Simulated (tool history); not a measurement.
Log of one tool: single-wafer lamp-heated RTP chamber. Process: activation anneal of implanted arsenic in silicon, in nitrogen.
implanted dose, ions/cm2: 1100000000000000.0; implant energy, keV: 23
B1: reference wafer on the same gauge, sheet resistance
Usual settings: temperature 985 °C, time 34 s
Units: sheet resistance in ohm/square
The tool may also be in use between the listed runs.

run 1 day=0.000 | temperature=985 time=34 | B1=107.88 | sheet_resistance=122.32
run 2 day=1.121 | temperature=985 time=34 | B1=108.03 | sheet_resistance=121.84
run 3 day=3.817 | temperature=985 time=34 | B1=108.04 | sheet_resistance=120.89
-- day=7.312 pyrometer window cleaned and pyrometer calibrated
run 4 day=7.575 | temperature=985 time=34 | B1=108.10 | sheet_resistance=122.80
run 5 day=9.021 | temperature=985 time=44 | B1=107.88 | sheet_resistance=120.07
run 6 day=11.908 | temperature=985 time=44 | B1=107.99 | sheet_resistance=119.85
run 7 day=14.633 | temperature=1003 time=38 | B1=107.88 | sheet_resistance=115.65
run 8 day=16.217 | temperature=1003 time=38 | B1=107.97 | sheet_resistance=115.20
run 9 day=18.408 | temperature=985 time=34 | B1=108.11 | sheet_resistance=119.93
-- day=18.612 gauge calibrated
-- day=19.246 pyrometer window cleaned and pyrometer calibrated
run 10 day=19.621 | temperature=985 time=34 | B1=107.96 | sheet_resistance=121.37
run 11 day=20.625 | temperature=985 time=34 | B1=108.15 | sheet_resistance=121.58
run 12 day=22.858 | temperature=977 time=47 | B1=107.89 | sheet_resistance=120.11
run 13 day=24.196 | temperature=985 time=50 | B1=107.98 | sheet_resistance=118.60
run 14 day=26.642 | temperature=974 time=44 | B1=108.05 | sheet_resistance=121.19
-- day=27.575 reflector plate cleaned
run 15 day=29.338 | temperature=961 time=47 | B1=107.99 | sheet_resistance=124.40
-- day=31.296 pyrometer window cleaned and pyrometer calibrated
run 16 day=32.008 | temperature=972 time=34 | B1=107.84 | sheet_resistance=126.52
run 17 day=33.458 | temperature=959 time=25 | B1=108.05 | sheet_resistance=135.30
run 18 day=36.017 | temperature=976 time=52 | B1=107.93 | sheet_resistance=120.18
run 19 day=38.929 | temperature=1004 time=17 | B1=107.97 | sheet_resistance=123.06
run 20 day=40.812 | temperature=985 time=44 | B1=108.10 | sheet_resistance=117.29
-- day=42.642 gauge calibrated
run 21 day=43.175 | temperature=985 time=34 | B1=108.06 | sheet_resistance=119.92
-- day=43.529 pyrometer window cleaned and pyrometer calibrated
run 22 day=45.671 | temperature=968 time=25 | B1=107.89 | sheet_resistance=131.09

Forecast each of these 3 alternatives for the next run:
run A day=45.688 | temperature=985 time=34 | B1=? | sheet_resistance=?
run B day=45.688 | temperature=985 time=40 | B1=? | sheet_resistance=?
run C day=45.688 | temperature=998 time=19 | B1=? | sheet_resistance=?

run=A B1=108.07 sheet_resistance=121.64
run=B B1=108.07 sheet_resistance=119.98
run=C B1=108.07 sheet_resistance=123.46
Without the tool's hidden state the same runs would have given:
run=A sheet_resistance=121.79
run=B sheet_resistance=120.13
run=C sheet_resistance=123.61
